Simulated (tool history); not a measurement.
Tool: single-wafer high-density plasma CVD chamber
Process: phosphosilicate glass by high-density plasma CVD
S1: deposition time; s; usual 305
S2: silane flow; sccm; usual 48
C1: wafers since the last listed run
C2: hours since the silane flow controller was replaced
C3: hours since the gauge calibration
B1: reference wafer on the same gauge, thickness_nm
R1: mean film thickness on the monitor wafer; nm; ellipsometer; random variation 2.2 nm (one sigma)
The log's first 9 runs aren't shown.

{"run": 10, "hour": 163.7, "S1": 305, "S2": 48, "C1": 47, "C2": 5031.0, "C3": 232.3, "B1": 1532.198, "R1": 1487.297}
{"run": 11, "hour": 170.4, "S1": 305, "S2": 48, "C1": 40, "C2": 5037.7, "C3": 239.0, "B1": 1532.249, "R1": 1483.261}
{"run": 12, "hour": 185.7, "S1": 305, "S2": 48, "C1": 92, "C2": 5053.0, "C3": 254.3, "B1": 1532.311, "R1": 1482.202}
{"hour": 207.9, "done": "silane flow controller replaced"}
{"run": 13, "hour": 208.4, "S1": 305, "S2": 48, "C1": 88, "C2": 0.5, "C3": 277.0, "B1": 1532.515, "R1": 1485.839}
{"run": 14, "hour": 208.8, "S1": 305, "S2": 48, "C1": 2, "C2": 0.9, "C3": 277.4, "B1": 1532.411, "R1": 1486.609}
{"run": 15, "hour": 216.1, "S1": 305, "S2": 48, "C1": 44, "C2": 8.2, "C3": 284.7, "B1": 1532.542, "R1": 1489.88}
{"run": 16, "hour": 231.1, "S1": 283, "S2": 48, "C1": 90, "C2": 23.2, "C3": 299.7, "B1": 1532.691, "R1": 1378.505}
{"run": 17, "hour": 242.8, "S1": 283, "S2": 48, "C1": 70, "C2": 34.9, "C3": 311.4, "B1": 1533.456, "R1": 1381.243}
{"run": 18, "hour": 255.6, "S1": 347, "S2": 54, "C1": 77, "C2": 47.7, "C3": 324.2, "B1": 1532.692, "R1": 1857.529}
{"run": 19, "hour": 268.0, "S1": 323, "S2": 48, "C1": 74, "C2": 60.1, "C3": 336.6, "B1": 1533.956, "R1": 1574.138}
{"run": 20, "hour": 282.9, "S1": 328, "S2": 45, "C1": 90, "C2": 75.0, "C3": 351.5, "B1": 1533.244, "R1": 1520.055}

The next listed run, before its measurement:
{"hour": 295.0, "done": "gauge calibrated"}
{"run": 21, "hour": 298.3, "S1": 305, "S2": 57, "C1": 93, "C2": 90.4, "C3": 3.3, "B1": "?", "R1": "?"}

{"run 21": {"B1": 1520.689, "R1": 1695.228}}
Without the tool's hidden state the same run would have given R1 1693.829 nm.
